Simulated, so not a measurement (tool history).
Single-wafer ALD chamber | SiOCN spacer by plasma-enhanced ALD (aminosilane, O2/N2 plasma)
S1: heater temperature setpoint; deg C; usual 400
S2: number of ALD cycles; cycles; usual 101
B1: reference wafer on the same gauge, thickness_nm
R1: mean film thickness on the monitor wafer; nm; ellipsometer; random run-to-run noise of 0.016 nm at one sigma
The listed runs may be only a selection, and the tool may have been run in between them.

run     day   S1   S2     B1     R1
  1   0.000  400  101  5.334  6.266
  2   5.229  400  101  5.338  6.288
  3   8.017  400  101  5.335  6.257
  4  10.850  400  101  5.343  6.244
  5  14.833  395  101  5.337  6.298
  6  17.262  395  101  5.338  6.291
  7  18.346  409  101  5.338  6.088
  8  19.925  409  101  5.338  6.101
  9  22.433  409  101  5.350  6.076
 10  23.829  389  101  5.347  6.291
 11  26.383  389  101  5.337  6.270
 12  28.188  400   85  5.335  5.266
 13  29.638  400  101  5.339  6.247
 14  32.108  400  101  5.344  6.254
 15  33.862  407   96  5.343  5.824
 16  35.917  400  101  5.341  6.254
 17  38.054  400  101  5.336  6.210
     38.975  -- thermocouple changed; heater temperature recalibrated
 18  40.383  410  111  5.337  6.580
 19  41.575  389  112  5.347  6.971
 20  43.762  400  101  5.330  6.161
 21  46.742  410   91  5.330  5.395
     47.817  -- gauge calibrated
     48.471  -- thermocouple changed; heater temperature recalibrated, repeated, since the last time left the tool worse
 22  48.492  388   94  5.331  5.863
 23  50.929  409  101  5.340  6.155
 24  53.850  409  118  5.333  7.159
 25  55.850  394   81  5.336  5.046
 26  58.142  400  112  5.335  6.927
 27  60.800  412   95  5.336  5.733
 28  63.450  400  101  5.345  6.253

Predict each of these 3 candidate next runs independently; none follows another, all start after run 28:
  A  63.475  400   87   ?   ?
  B  63.475  390  114   ?   ?
  C  63.475  391   84   ?   ?

run     B1     R1
  A  5.342  5.411
  B  5.342  7.104
  C  5.342  5.235
With the hidden condition removed and each run's random variation left untouched, the same runs would have given:
run     R1
  A  5.422
  B  7.104
  C  5.235
